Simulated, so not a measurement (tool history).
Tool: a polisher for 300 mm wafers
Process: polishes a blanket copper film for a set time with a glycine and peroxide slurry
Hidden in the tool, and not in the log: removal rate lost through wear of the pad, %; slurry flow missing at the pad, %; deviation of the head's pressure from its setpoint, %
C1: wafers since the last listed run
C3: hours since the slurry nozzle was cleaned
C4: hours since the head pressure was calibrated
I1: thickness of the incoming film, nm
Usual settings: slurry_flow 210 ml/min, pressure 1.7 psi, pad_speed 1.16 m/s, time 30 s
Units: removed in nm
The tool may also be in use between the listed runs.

{"run": 1, "hour": 0.0, "slurry_flow": 210, "pressure": 1.7, "pad_speed": 1.16, "time": 30, "C1": 0, "wafers polished on this pad": 2431, "C3": 116.6, "C4": 96.3, "I1": 1727.2, "removed": 123.9}
{"run": 2, "hour": 54.9, "slurry_flow": 155, "pressure": 1.7, "pad_speed": 1.16, "time": 30, "C1": 455, "wafers polished on this pad": 2886, "C3": 171.5, "C4": 151.2, "I1": 1710, "removed": 118.4}
{"run": 3, "hour": 79.4, "slurry_flow": 210, "pressure": 1.7, "pad_speed": 1.16, "time": 30, "C1": 203, "wafers polished on this pad": 3089, "C3": 196, "C4": 175.7, "I1": 1749.9, "removed": 123.3}
{"hour": 115.9, "done": "worn pad replaced by a new one"}
{"run": 4, "hour": 116.4, "slurry_flow": 210, "pressure": 1.7, "pad_speed": 1.16, "time": 30, "C1": 273, "wafers polished on this pad": 4, "C3": 233, "C4": 212.7, "I1": 1735.3, "removed": 121.5}
{"run": 5, "hour": 138.2, "slurry_flow": 210, "pressure": 1.7, "pad_speed": 1.16, "time": 30, "C1": 180, "wafers polished on this pad": 184, "C3": 254.8, "C4": 234.5, "I1": 1755.4, "removed": 122.4}
{"run": 6, "hour": 209.2, "slurry_flow": 210, "pressure": 1.7, "pad_speed": 1.16, "time": 30, "C1": 588, "wafers polished on this pad": 773, "C3": 325.8, "C4": 305.5, "I1": 1724, "removed": 120.8}
{"run": 7, "hour": 240.8, "slurry_flow": 210, "pressure": 1.7, "pad_speed": 1.16, "time": 30, "C1": 261, "wafers polished on this pad": 1035, "C3": 357.4, "C4": 337.1, "I1": 1718.9, "removed": 122.6}
{"run": 8, "hour": 287.7, "slurry_flow": 210, "pressure": 1.7, "pad_speed": 1.16, "time": 30, "C1": 388, "wafers polished on this pad": 1424, "C3": 404.3, "C4": 384, "I1": 1717.8, "removed": 121.8}
{"run": 9, "hour": 316.6, "slurry_flow": 210, "pressure": 1.7, "pad_speed": 1.16, "time": 30, "C1": 239, "wafers polished on this pad": 1663, "C3": 433.2, "C4": 412.9, "I1": 1743.1, "removed": 121.2}
{"run": 10, "hour": 356.1, "slurry_flow": 210, "pressure": 1.6, "pad_speed": 1.16, "time": 30, "C1": 327, "wafers polished on this pad": 1991, "C3": 472.7, "C4": 452.4, "I1": 1725.2, "removed": 112.7}
{"run": 11, "hour": 409.9, "slurry_flow": 210, "pressure": 1.7, "pad_speed": 1.16, "time": 30, "C1": 446, "wafers polished on this pad": 2437, "C3": 526.5, "C4": 506.2, "I1": 1711.5, "removed": 120.8}
{"hour": 430.4, "done": "worn pad replaced by a new one"}
{"run": 12, "hour": 458.5, "slurry_flow": 210, "pressure": 1.7, "pad_speed": 1.3, "time": 30, "C1": 369, "wafers polished on this pad": 232, "C3": 575.1, "C4": 554.8, "I1": 1763.5, "removed": 126.1}
{"hour": 490.6, "done": "slurry nozzle cleaned"}
{"run": 13, "hour": 507.8, "slurry_flow": 210, "pressure": 1.7, "pad_speed": 1.3, "time": 30, "C1": 400, "wafers polished on this pad": 633, "C3": 17.2, "C4": 604.1, "I1": 1725.8, "removed": 135}
{"hour": 511.2, "done": "head pressure recalibrated"}
{"run": 14, "hour": 550.7, "slurry_flow": 210, "pressure": 1.9, "pad_speed": 1.16, "time": 24, "C1": 339, "wafers polished on this pad": 972, "C3": 60.1, "C4": 39.5, "I1": 1735.1, "removed": 108.8}
{"run": 15, "hour": 592.3, "slurry_flow": 210, "pressure": 1.9, "pad_speed": 1.16, "time": 24, "C1": 344, "wafers polished on this pad": 1317, "C3": 101.7, "C4": 81.1, "I1": 1709.7, "removed": 106.6}
{"run": 16, "hour": 617.1, "slurry_flow": 160, "pressure": 1.7, "pad_speed": 1.16, "time": 30, "C1": 205, "wafers polished on this pad": 1522, "C3": 126.5, "C4": 105.9, "I1": 1734.1, "removed": 118.4}
{"run": 17, "hour": 660.3, "slurry_flow": 210, "pressure": 1.7, "pad_speed": 1.16, "time": 23, "C1": 358, "wafers polished on this pad": 1880, "C3": 169.7, "C4": 149.1, "I1": 1764.3, "removed": 95.6}
{"run": 18, "hour": 726.5, "slurry_flow": 210, "pressure": 1.4, "pad_speed": 1.04, "time": 38, "C1": 548, "wafers polished on this pad": 2429, "C3": 235.9, "C4": 215.3, "I1": 1742.6, "removed": 129.8}
{"run": 19, "hour": 760.1, "slurry_flow": 190, "pressure": 1.5, "pad_speed": 1.16, "time": 33, "C1": 278, "wafers polished on this pad": 2708, "C3": 269.5, "C4": 248.9, "I1": 1728.4, "removed": 123.9}
{"run": 20, "hour": 795.8, "slurry_flow": 185, "pressure": 1.9, "pad_speed": 0.78, "time": 26, "C1": 295, "wafers polished on this pad": 3004, "C3": 305.2, "C4": 284.6, "I1": 1754.1, "removed": 83.4}
{"hour": 809.3, "done": "worn pad replaced by a new one, of another model than before"}
{"run": 21, "hour": 855.5, "slurry_flow": 210, "pressure": 1.7, "pad_speed": 1.16, "time": 30, "C1": 461, "wafers polished on this pad": 382, "C3": 364.9, "C4": 344.3, "I1": 1759, "removed": 118.6}
{"run": 22, "hour": 893.1, "slurry_flow": 245, "pressure": 2.2, "pad_speed": 1.16, "time": 30, "C1": 311, "wafers polished on this pad": 694, "C3": 402.5, "C4": 381.9, "I1": 1736.6, "removed": 133.8}
{"run": 23, "hour": 964.0, "slurry_flow": 255, "pressure": 2.1, "pad_speed": 1.16, "time": 30, "C1": 587, "wafers polished on this pad": 1282, "C3": 473.4, "C4": 452.8, "I1": 1719.8, "removed": 129.6}
{"hour": 1024.8, "done": "slurry nozzle cleaned"}
{"run": 24, "hour": 1035.6, "slurry_flow": 155, "pressure": 1.7, "pad_speed": 1.44, "time": 26, "C1": 585, "wafers polished on this pad": 1867, "C3": 10.8, "C4": 524.4, "I1": 1731.9, "removed": 123.7}
{"run": 25, "hour": 1102.2, "slurry_flow": 210, "pressure": 1.7, "pad_speed": 1.16, "time": 39, "C1": 552, "wafers polished on this pad": 2419, "C3": 77.4, "C4": 591, "I1": 1723.3, "removed": 162.4}
{"run": 26, "hour": 1128.9, "slurry_flow": 155, "pressure": 1.7, "pad_speed": 0.86, "time": 30, "C1": 221, "wafers polished on this pad": 2641, "C3": 104.1, "C4": 617.7, "I1": 1740.8, "removed": 85.4}
{"hour": 1148.0, "done": "head pressure recalibrated"}
{"hour": 1148.3, "done": "worn pad replaced by a new one"}
{"run": 27, "hour": 1158.0, "slurry_flow": 210, "pressure": 1.5, "pad_speed": 1.3, "time": 23, "C1": 222, "wafers polished on this pad": 80, "C3": 133.2, "C4": 10, "I1": 1736, "removed": 99.9}
{"run": 28, "hour": 1219.9, "slurry_flow": 250, "pressure": 1.3, "pad_speed": 1.16, "time": 25, "C1": 513, "wafers polished on this pad": 593, "C3": 195.1, "C4": 71.9, "I1": 1726.7, "removed": 97.8}
{"run": 29, "hour": 1262.1, "slurry_flow": 210, "pressure": 1.7, "pad_speed": 1.04, "time": 34, "C1": 349, "wafers polished on this pad": 943, "C3": 237.3, "C4": 114.1, "I1": 1719.8, "removed": 123.7}
{"run": 30, "hour": 1288.1, "slurry_flow": 210, "pressure": 1.7, "pad_speed": 1.3, "time": 30, "C1": 215, "wafers polished on this pad": 1159, "C3": 263.3, "C4": 140.1, "I1": 1729, "removed": 135.8}
{"run": 31, "hour": 1316.9, "slurry_flow": 235, "pressure": 1.2, "pad_speed": 1.36, "time": 22, "C1": 238, "wafers polished on this pad": 1397, "C3": 292.1, "C4": 168.9, "I1": 1739.5, "removed": 95.7}
{"run": 32, "hour": 1376.4, "slurry_flow": 140, "pressure": 1.7, "pad_speed": 1.16, "time": 30, "C1": 493, "wafers polished on this pad": 1891, "C3": 351.6, "C4": 228.4, "I1": 1726.7, "removed": 106.6}
{"run": 33, "hour": 1414.0, "slurry_flow": 210, "pressure": 1.2, "pad_speed": 0.92, "time": 39, "C1": 311, "wafers polished on this pad": 2203, "C3": 389.2, "C4": 266, "I1": 1705.8, "removed": 111.9}
{"run": 34, "hour": 1452.3, "slurry_flow": 210, "pressure": 1.7, "pad_speed": 1.16, "time": 30, "C1": 317, "wafers polished on this pad": 2520, "C3": 427.5, "C4": 304.3, "I1": 1714.9, "removed": 116.1}
{"hour": 1474.1, "done": "worn pad replaced by a new one"}
{"run": 35, "hour": 1521.2, "slurry_flow": 285, "pressure": 1.5, "pad_speed": 0.88, "time": 25, "C1": 538, "wafers polished on this pad": 390, "C3": 496.4, "C4": 373.2, "I1": 1726.1, "removed": 76.1}
{"run": 36, "hour": 1566.8, "slurry_flow": 210, "pressure": 1.7, "pad_speed": 1.16, "time": 22, "C1": 378, "wafers polished on this pad": 768, "C3": 542, "C4": 418.8, "I1": 1696.8, "removed": 79.3}
{"run": 37, "hour": 1637.3, "slurry_flow": 210, "pressure": 1.7, "pad_speed": 1.16, "time": 30, "C1": 584, "wafers polished on this pad": 1353, "C3": 612.5, "C4": 489.3, "I1": 1724.7, "removed": 100.5}
{"hour": 1648.9, "done": "slurry nozzle cleaned"}
{"run": 38, "hour": 1691.8, "slurry_flow": 270, "pressure": 1.7, "pad_speed": 1.16, "time": 30, "C1": 443, "wafers polished on this pad": 1796, "C3": 42.9, "C4": 543.8, "I1": 1709, "removed": 128.2}

Forecast each of these 3 alternatives for the next run:
{"run": "A", "hour": 1692.2, "slurry_flow": 210, "pressure": 1.7, "pad_speed": 1.16, "time": 30, "C1": 3, "wafers polished on this pad": 1799, "C3": 43.3, "C4": 544.2, "I1": 1706.1, "removed": "?"}
{"run": "B", "hour": 1692.2, "slurry_flow": 185, "pressure": 1.2, "pad_speed": 0.88, "time": 36, "C1": 3, "wafers polished on this pad": 1799, "C3": 43.3, "C4": 544.2, "I1": 1706.1, "removed": "?"}
{"run": "C", "hour": 1692.2, "slurry_flow": 275, "pressure": 1.7, "pad_speed": 1.16, "time": 30, "C1": 3, "wafers polished on this pad": 1799, "C3": 43.3, "C4": 544.2, "I1": 1706.1, "removed": "?"}

run=A removed=122.1
run=B removed=99.6
run=C removed=127.3
Without the tool's hidden state the same runs would have given:
run=A removed=123.6
run=B removed=101
run=C removed=128.4

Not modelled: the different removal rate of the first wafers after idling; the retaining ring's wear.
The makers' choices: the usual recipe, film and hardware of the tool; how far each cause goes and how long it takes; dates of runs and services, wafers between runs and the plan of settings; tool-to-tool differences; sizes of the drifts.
